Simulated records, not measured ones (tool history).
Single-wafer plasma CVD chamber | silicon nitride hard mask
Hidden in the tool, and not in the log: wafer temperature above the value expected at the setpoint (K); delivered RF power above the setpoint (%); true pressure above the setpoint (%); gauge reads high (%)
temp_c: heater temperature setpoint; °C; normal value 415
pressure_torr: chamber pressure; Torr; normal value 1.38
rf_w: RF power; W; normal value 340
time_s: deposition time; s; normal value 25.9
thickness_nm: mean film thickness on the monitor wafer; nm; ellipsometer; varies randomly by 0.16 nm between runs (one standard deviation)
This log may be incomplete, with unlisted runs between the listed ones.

run	hour	temp_c	pressure_torr	rf_w	time_s	wafers since the last listed run	hours since the last thermocouple change	hours since the last RF generator calibration	hours since the last manometer calibration	hours since the showerhead was replaced	hours since the gauge calibration	read-back reference wafer on the same gauge, thickness_nm	thickness_nm
1	0	415	1.38	340	25.9	0	362.2	1854.8	1358	2311	1066.7	24.011	27.759
2	82.2	415	1.38	340	25.9	2682	444.4	1937	1440.2	2393.2	1148.9	24.006	27.42
3	182.6	415	1.38	340	25.9	3275	544.8	2037.4	1540.6	2493.6	1249.3	24.024	27.476
4	236	415	1.38	340	25.9	1742	598.2	2090.8	1594	2547	1302.7	24.015	27.54
5	475.7	415	1.38	340	25.9	7820	837.9	2330.5	1833.7	2786.7	1542.4	24.007	27.033
6	573.4	415	1.38	340	25.9	3187	935.6	2428.2	1931.4	2884.4	1640.1	24.019	27.043
# hour 655.6: gauge calibrated
7	659.6	415	1.38	340	25.9	2812	1021.8	2514.4	2017.6	2970.6	4	24.004	26.719
# hour 744.5: RF generator calibrated
8	766.2	415	1.38	340	25.9	3217	1128.4	21.7	2124.2	3077.2	110.6	23.996	28.901
9	865.7	415	1.38	340	25.9	3246	1227.9	121.2	2223.7	3176.7	210.1	23.988	29.109
10	907.5	415	1.38	340	25.9	1363	1269.7	163	2265.5	3218.5	251.9	24.023	28.606
# hour 922.2: capacitance manometer re-zeroed and calibrated
11	1067.9	415	1.38	285	25.9	4972	1430.1	323.4	145.7	3378.9	412.3	23.985	25.319
12	1156.5	415	1.52	340	29.5	2890	1518.7	412	234.3	3467.5	500.9	24	33.359
13	1205.2	415	1.61	340	22.4	1588	1567.4	460.7	283	3516.2	549.6	23.999	25.88
14	1285	415	1.67	340	24.2	2603	1647.2	540.5	362.8	3596	629.4	24.003	28.297
15	1359.7	404	1.48	320	22.1	2437	1721.9	615.2	437.5	3670.7	704.1	24.018	23.958
# hour 1376.8: thermocouple changed; heater temperature recalibrated
16	1464	415	1.38	305	27.3	3142	87.2	719.5	541.8	3775	808.4	24.003	28.085
# hour 1496.6: showerhead replaced, of another model than before
17	1513.9	415	1.38	340	25.9	1367	137.1	769.4	591.7	17.3	858.3	24.002	28.322
18	1751.1	415	1.52	340	29.5	7739	374.3	1006.6	828.9	254.5	1095.5	24.007	33.899
19	1834.9	401	1.38	340	28.9	2734	458.1	1090.4	912.7	338.3	1179.3	24.017	31.844
20	1915.7	415	1.38	380	25.9	2636	538.9	1171.2	993.5	419.1	1260.1	24.022	30.157
21	1994.1	405	1.63	305	21.7	2558	617.3	1249.6	1071.9	497.5	1338.5	23.996	24.07
22	2084.3	415	1.38	340	28.7	2943	707.5	1339.8	1162.1	587.7	1428.7	24.021	31.525

Same runs, no hidden state in the tool, same run-to-run variation:
run	thickness_nm
1	28.856
2	28.599
3	28.782
4	28.918
5	28.717
6	28.876
7	28.667
8	28.934
9	29.146
10	28.646
11	25.378
12	33.452
13	25.962
14	28.409
15	24.078
16	28.271
17	28.465
18	34.174
19	32.143
20	30.48
21	24.375
22	31.961
